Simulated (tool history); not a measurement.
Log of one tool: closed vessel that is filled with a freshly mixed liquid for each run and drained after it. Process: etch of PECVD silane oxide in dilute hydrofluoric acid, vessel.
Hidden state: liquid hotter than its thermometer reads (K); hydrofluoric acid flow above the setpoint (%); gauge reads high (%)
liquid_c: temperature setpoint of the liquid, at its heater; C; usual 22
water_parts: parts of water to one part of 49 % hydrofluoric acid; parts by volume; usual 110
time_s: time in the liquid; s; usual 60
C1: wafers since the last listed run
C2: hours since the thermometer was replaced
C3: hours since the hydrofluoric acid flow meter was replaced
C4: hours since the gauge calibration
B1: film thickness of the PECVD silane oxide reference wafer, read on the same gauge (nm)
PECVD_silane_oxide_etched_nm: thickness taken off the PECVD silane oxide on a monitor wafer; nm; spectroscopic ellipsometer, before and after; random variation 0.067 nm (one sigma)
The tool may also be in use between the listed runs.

{"run": 1, "hour": 0.0, "liquid_c": 19.5, "water_parts": 110, "time_s": 60, "C1": 0, "C2": 1835.6, "C3": 1015.2, "C4": 1021.8, "B1": 70.01, "PECVD_silane_oxide_etched_nm": 10.19}
{"run": 2, "hour": 40.9, "liquid_c": 19.5, "water_parts": 110, "time_s": 60, "C1": 5618, "C2": 1876.5, "C3": 1056.1, "C4": 1062.7, "B1": 69.95, "PECVD_silane_oxide_etched_nm": 10.21}
{"run": 3, "hour": 85.2, "liquid_c": 22, "water_parts": 110, "time_s": 60, "C1": 6085, "C2": 1920.8, "C3": 1100.4, "C4": 1107, "B1": 70.01, "PECVD_silane_oxide_etched_nm": 11.27}
{"run": 4, "hour": 111.2, "liquid_c": 22, "water_parts": 110, "time_s": 60, "C1": 3571, "C2": 1946.8, "C3": 1126.4, "C4": 1133, "B1": 70.02, "PECVD_silane_oxide_etched_nm": 11.47}
{"run": 5, "hour": 140.7, "liquid_c": 22, "water_parts": 110, "time_s": 60, "C1": 4052, "C2": 1976.3, "C3": 1155.9, "C4": 1162.5, "B1": 70.03, "PECVD_silane_oxide_etched_nm": 11.3}
{"run": 6, "hour": 168.0, "liquid_c": 22, "water_parts": 110, "time_s": 60, "C1": 3750, "C2": 2003.6, "C3": 1183.2, "C4": 1189.8, "B1": 70.02, "PECVD_silane_oxide_etched_nm": 11.28}
{"run": 7, "hour": 195.3, "liquid_c": 18.5, "water_parts": 110, "time_s": 60, "C1": 3750, "C2": 2030.9, "C3": 1210.5, "C4": 1217.1, "B1": 70.03, "PECVD_silane_oxide_etched_nm": 9.83}
{"run": 8, "hour": 231.3, "liquid_c": 22, "water_parts": 110, "time_s": 60, "C1": 4945, "C2": 2066.9, "C3": 1246.5, "C4": 1253.1, "B1": 70, "PECVD_silane_oxide_etched_nm": 11.41}
{"run": 9, "hour": 426.5, "liquid_c": 22, "water_parts": 110, "time_s": 60, "C1": 26813, "C2": 2262.1, "C3": 1441.7, "C4": 1448.3, "B1": 70.02, "PECVD_silane_oxide_etched_nm": 11.53}
{"run": 10, "hour": 450.9, "liquid_c": 22, "water_parts": 110, "time_s": 60, "C1": 3351, "C2": 2286.5, "C3": 1466.1, "C4": 1472.7, "B1": 70.01, "PECVD_silane_oxide_etched_nm": 11.37}
{"run": 11, "hour": 485.0, "liquid_c": 22, "water_parts": 110, "time_s": 60, "C1": 4684, "C2": 2320.6, "C3": 1500.2, "C4": 1506.8, "B1": 70.01, "PECVD_silane_oxide_etched_nm": 11.44}
{"run": 12, "hour": 545.7, "liquid_c": 22, "water_parts": 110, "time_s": 60, "C1": 8338, "C2": 2381.3, "C3": 1560.9, "C4": 1567.5, "B1": 69.99, "PECVD_silane_oxide_etched_nm": 11.36}
{"hour": 569.4, "done": "hydrofluoric acid flow meter replaced"}
{"run": 13, "hour": 607.2, "liquid_c": 22, "water_parts": 110, "time_s": 60, "C1": 8310, "C2": 2442.8, "C3": 37.8, "C4": 1629, "B1": 70.04, "PECVD_silane_oxide_etched_nm": 11.05}
{"run": 14, "hour": 631.7, "liquid_c": 22, "water_parts": 110, "time_s": 60, "C1": 3365, "C2": 2467.3, "C3": 62.3, "C4": 1653.5, "B1": 69.98, "PECVD_silane_oxide_etched_nm": 11.07}
{"run": 15, "hour": 661.9, "liquid_c": 22, "water_parts": 110, "time_s": 40, "C1": 4148, "C2": 2497.5, "C3": 92.5, "C4": 1683.7, "B1": 69.99, "PECVD_silane_oxide_etched_nm": 7.44}
{"hour": 677.8, "done": "gauge calibrated"}
{"run": 16, "hour": 733.2, "liquid_c": 22, "water_parts": 135, "time_s": 60, "C1": 9794, "C2": 2568.8, "C3": 163.8, "C4": 55.4, "B1": 70.01, "PECVD_silane_oxide_etched_nm": 8.92}
{"run": 17, "hour": 787.9, "liquid_c": 22, "water_parts": 55, "time_s": 60, "C1": 7513, "C2": 2623.5, "C3": 218.5, "C4": 110.1, "B1": 70.02, "PECVD_silane_oxide_etched_nm": 24.03}
{"run": 18, "hour": 853.1, "liquid_c": 18, "water_parts": 110, "time_s": 60, "C1": 8956, "C2": 2688.7, "C3": 283.7, "C4": 175.3, "B1": 70.05, "PECVD_silane_oxide_etched_nm": 9.54}
{"run": 19, "hour": 881.7, "liquid_c": 26, "water_parts": 130, "time_s": 80, "C1": 3928, "C2": 2717.3, "C3": 312.3, "C4": 203.9, "B1": 69.99, "PECVD_silane_oxide_etched_nm": 14.47}
{"hour": 932.4, "done": "thermometer replaced"}
{"run": 20, "hour": 1025.5, "liquid_c": 20.5, "water_parts": 110, "time_s": 60, "C1": 19615, "C2": 93.1, "C3": 456.1, "C4": 347.7, "B1": 70.02, "PECVD_silane_oxide_etched_nm": 10.5}
{"run": 21, "hour": 1057.5, "liquid_c": 27, "water_parts": 60, "time_s": 50, "C1": 4395, "C2": 125.1, "C3": 488.1, "C4": 379.7, "B1": 70.01, "PECVD_silane_oxide_etched_nm": 22.49}
{"run": 22, "hour": 1099.7, "liquid_c": 22, "water_parts": 110, "time_s": 60, "C1": 5796, "C2": 167.3, "C3": 530.3, "C4": 421.9, "B1": 70, "PECVD_silane_oxide_etched_nm": 11.24}
{"run": 23, "hour": 1124.2, "liquid_c": 19, "water_parts": 90, "time_s": 75, "C1": 3365, "C2": 191.8, "C3": 554.8, "C4": 446.4, "B1": 70.03, "PECVD_silane_oxide_etched_nm": 15.6}
{"run": 24, "hour": 1183.0, "liquid_c": 22, "water_parts": 110, "time_s": 30, "C1": 8077, "C2": 250.6, "C3": 613.6, "C4": 505.2, "B1": 70.02, "PECVD_silane_oxide_etched_nm": 5.59}
{"run": 25, "hour": 1340.9, "liquid_c": 22, "water_parts": 110, "time_s": 60, "C1": 21689, "C2": 408.5, "C3": 771.5, "C4": 663.1, "B1": 70.03, "PECVD_silane_oxide_etched_nm": 11.47}
{"run": 26, "hour": 1371.1, "liquid_c": 22, "water_parts": 55, "time_s": 60, "C1": 4148, "C2": 438.7, "C3": 801.7, "C4": 693.3, "B1": 69.98, "PECVD_silane_oxide_etched_nm": 24.09}
{"run": 27, "hour": 1420.5, "liquid_c": 24, "water_parts": 140, "time_s": 40, "C1": 6785, "C2": 488.1, "C3": 851.1, "C4": 742.7, "B1": 70.06, "PECVD_silane_oxide_etched_nm": 6.17}
{"run": 28, "hour": 1479.2, "liquid_c": 20, "water_parts": 110, "time_s": 80, "C1": 8063, "C2": 546.8, "C3": 909.8, "C4": 801.4, "B1": 69.98, "PECVD_silane_oxide_etched_nm": 14.03}

Measured less the same run without the tool's hidden state. The same run-to-run variation is in both; the gauge's scatter may not be:
run=1 PECVD_silane_oxide_etched_nm=+0.17
run=2 PECVD_silane_oxide_etched_nm=+0.18
run=3 PECVD_silane_oxide_etched_nm=+0.21
run=4 PECVD_silane_oxide_etched_nm=+0.22
run=5 PECVD_silane_oxide_etched_nm=+0.23
run=6 PECVD_silane_oxide_etched_nm=+0.23
run=7 PECVD_silane_oxide_etched_nm=+0.2
run=8 PECVD_silane_oxide_etched_nm=+0.24
run=9 PECVD_silane_oxide_etched_nm=+0.29
run=10 PECVD_silane_oxide_etched_nm=+0.29
run=11 PECVD_silane_oxide_etched_nm=+0.29
run=12 PECVD_silane_oxide_etched_nm=+0.31
run=13 PECVD_silane_oxide_etched_nm=+0.03
run=14 PECVD_silane_oxide_etched_nm=+0.03
run=15 PECVD_silane_oxide_etched_nm=+0.03
run=16 PECVD_silane_oxide_etched_nm=+0.04
run=17 PECVD_silane_oxide_etched_nm=+0.13
run=18 PECVD_silane_oxide_etched_nm=+0.07
run=19 PECVD_silane_oxide_etched_nm=+0.11
run=20 PECVD_silane_oxide_etched_nm=+0.1
run=21 PECVD_silane_oxide_etched_nm=+0.22
run=22 PECVD_silane_oxide_etched_nm=+0.12
run=23 PECVD_silane_oxide_etched_nm=+0.17
run=24 PECVD_silane_oxide_etched_nm=+0.07
run=25 PECVD_silane_oxide_etched_nm=+0.18
run=26 PECVD_silane_oxide_etched_nm=+0.36
run=27 PECVD_silane_oxide_etched_nm=+0.1
run=28 PECVD_silane_oxide_etched_nm=+0.24

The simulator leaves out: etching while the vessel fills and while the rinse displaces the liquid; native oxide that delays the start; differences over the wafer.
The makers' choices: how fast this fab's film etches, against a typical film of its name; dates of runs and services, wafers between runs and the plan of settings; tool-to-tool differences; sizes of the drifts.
